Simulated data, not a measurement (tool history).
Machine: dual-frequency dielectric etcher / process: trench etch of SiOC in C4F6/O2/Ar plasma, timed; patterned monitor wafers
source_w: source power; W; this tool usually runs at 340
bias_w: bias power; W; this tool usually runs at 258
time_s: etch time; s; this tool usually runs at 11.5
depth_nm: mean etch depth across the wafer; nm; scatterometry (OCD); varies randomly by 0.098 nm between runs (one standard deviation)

run,day,source_w,bias_w,time_s,wafers since the last listed run,hours since the last wet clean,hours since the last source power generator calibration,hours since the last bias power generator calibration,hours since the last upper electrode change,hours since the gauge calibration,"read-back reference wafer on the same gauge, depth_nm",depth_nm
1,0.000,360,258,11.5,0,8.2,1018.0,2954.1,2192.9,340.8,30.02,26.10
2,1.396,340,258,11.5,454,41.7,1051.5,2987.6,2226.4,374.3,30.00,25.18
3,1.942,340,258,11.5,177,54.8,1064.6,3000.7,2239.5,387.4,29.98,25.25
4,6.400,340,258,11.5,1451,161.8,1171.6,3107.7,2346.5,494.4,30.03,25.37
5,7.412,340,258,11.5,329,186.1,1195.9,3132.0,2370.8,518.7,29.98,25.31
6,8.271,340,258,11.5,279,206.7,1216.5,3152.6,2391.4,539.3,29.99,25.34
7,9.417,340,258,10.5,373,234.2,1244.0,3180.1,2418.9,566.8,30.03,22.92
8,10.021,340,258,11.5,196,248.7,1258.5,3194.6,2433.4,581.3,29.98,25.25
9,10.883,340,258,11.5,280,269.4,1279.2,3215.3,2454.1,602.0,29.97,25.18
10,12.221,340,298,10.5,435,301.5,1311.3,3247.4,2486.2,634.1,30.00,24.34
11,13.233,340,258,11.5,329,325.8,1335.6,3271.7,2510.5,658.4,30.01,25.07
12,13.979,360,258,9.5,242,343.7,1353.5,3289.6,2528.4,676.3,30.00,21.10
13,15.233,290,284,11.5,408,373.8,1383.6,3319.7,2558.5,706.4,30.05,24.75
14,16.242,340,285,13.5,328,398.0,1407.8,3343.9,2582.7,730.6,30.03,30.53
# day 16.433: gauge calibrated
# day 18.375: bias power generator calibrated
15,19.888,270,258,11.5,1132,485.5,1495.3,36.3,2670.2,82.9,30.00,23.30
16,21.050,340,282,11.5,378,513.4,1523.2,64.2,2698.1,110.8,29.99,25.95
17,22.317,400,258,11.5,412,543.8,1553.6,94.6,2728.5,141.2,29.98,26.20
# day 23.879: wet clean of the chamber
# day 26.771: upper electrode replaced
18,26.792,400,258,13.0,805,69.9,1661.0,202.0,0.5,248.6,30.02,30.61
19,27.129,340,258,11.5,109,78.0,1669.1,210.1,8.6,256.7,29.99,25.56
# day 27.896: source power generator calibrated
20,28.025,280,258,11.5,237,99.5,3.1,231.6,30.1,278.2,29.98,23.74
21,29.046,340,258,11.5,332,124.0,27.6,256.1,54.6,302.7,30.00,25.45
22,30.533,300,258,11.5,484,159.7,63.3,291.8,90.3,338.4,30.00,24.34
23,34.554,370,296,9.0,1309,256.2,159.8,388.3,186.8,434.9,30.01,21.52
24,35.179,340,258,15.0,203,271.2,174.8,403.3,201.8,449.9,29.98,32.82
25,35.775,310,230,13.0,193,285.5,189.1,417.6,216.1,464.2,30.00,26.33
26,36.821,320,209,15.0,340,310.6,214.2,442.7,241.2,489.3,29.99,29.77
27,37.471,410,291,14.0,211,326.2,229.8,458.3,256.8,504.9,29.99,34.25
28,38.296,390,242,15.0,268,346.0,249.6,478.1,276.6,524.7,29.97,33.88
29,39.550,340,258,11.5,408,376.1,279.7,508.2,306.7,554.8,30.01,25.17

Table of differences, measured result less the result of that run with no hidden state. Run-to-run variation is the same in both. Gauge scatter possibly is not:
Hidden conditions of the tool in this case: etch rate over this chamber's usual, %; source power that arrives over what is set, %; bias power that arrives over what is set, %; gauge reads high (%).
run,depth_nm
1,-0.09
2,-0.12
3,-0.13
4,-0.24
5,-0.27
6,-0.29
7,-0.28
8,-0.33
9,-0.35
10,-0.37
11,-0.40
12,-0.35
13,-0.45
14,-0.58
15,-0.52
16,-0.61
17,-0.65
18,-0.08
19,-0.07
20,-0.09
21,-0.13
22,-0.15
23,-0.22
24,-0.35
25,-0.29
26,-0.37
27,-0.44
28,-0.46
29,-0.37
